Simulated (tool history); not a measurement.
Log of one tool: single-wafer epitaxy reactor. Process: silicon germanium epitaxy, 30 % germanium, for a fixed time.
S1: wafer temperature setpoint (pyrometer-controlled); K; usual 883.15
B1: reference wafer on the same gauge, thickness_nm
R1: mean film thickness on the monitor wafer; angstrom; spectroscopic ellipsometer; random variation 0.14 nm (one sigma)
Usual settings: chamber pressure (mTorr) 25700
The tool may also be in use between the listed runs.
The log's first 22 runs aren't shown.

Run 23, day 10.362: usual settings but S1 876.15 K, chamber pressure (mTorr) 22600; B1 61.908. Result: R1 602.6 angstrom.
Run 24, day 10.65: usual settings but chamber pressure (mTorr) 31800; B1 61.884. Result: R1 843.37 angstrom.
Run 25, day 11.054: usual settings but S1 876.15 K, chamber pressure (mTorr) 20900; B1 61.856. Result: R1 568.63 angstrom.
Run 26, day 11.488: usual settings but S1 876.15 K, chamber pressure (mTorr) 22700; B1 61.917. Result: R1 605.72 angstrom.
Run 27, day 11.796: usual settings but S1 887.15 K, chamber pressure (mTorr) 28900; B1 61.875. Result: R1 843.95 angstrom.
Run 28, day 12.383: usual settings but S1 868.15 K, chamber pressure (mTorr) 22600; B1 61.878. Result: R1 531.25 angstrom.
Run 29, day 12.796: usual settings but S1 892.15 K, chamber pressure (mTorr) 22600; B1 61.838. Result: R1 775.98 angstrom.
Run 30, day 13.479: usual settings but S1 872.15 K, chamber pressure (mTorr) 21200; B1 61.907. Result: R1 539.93 angstrom.
Run 31, day 13.908: usual settings but S1 870.15 K, chamber pressure (mTorr) 23400; B1 61.912. Result: R1 563.91 angstrom.
Run 32, day 14.554: usual settings but chamber pressure (mTorr) 29400; B1 61.961. Result: R1 801.11 angstrom.
Run 33, day 15.138: usual settings but S1 896.15 K, chamber pressure (mTorr) 20900; B1 61.91. Result: R1 779.23 angstrom.

Forecast each of these 5 alternatives for the next run:
Run A, day 15.154: usual settings but S1 877.15 K; B1 ?. Result: R1 ?.
Run B, day 15.154: usual settings but chamber pressure (mTorr) 31300; B1 ?. Result: R1 ?.
Run C, day 15.154: usual settings but S1 869.15 K, chamber pressure (mTorr) 29200; B1 ?. Result: R1 ?.
Run D, day 15.154: usual settings but chamber pressure (mTorr) 21800; B1 ?. Result: R1 ?.
Run E, day 15.154: usual settings but S1 870.15 K, chamber pressure (mTorr) 20600; B1 ?. Result: R1 ?.

run      B1      R1
  A  61.917  671.55
  B  61.917  834.14
  C  61.917  640.39
  D  61.917  658.51
  E  61.917  513.05
Without the tool's hidden state the same runs would have given:
run      R1
  A   664.5
  B  825.48
  C  633.55
  D  651.67
  E  507.58
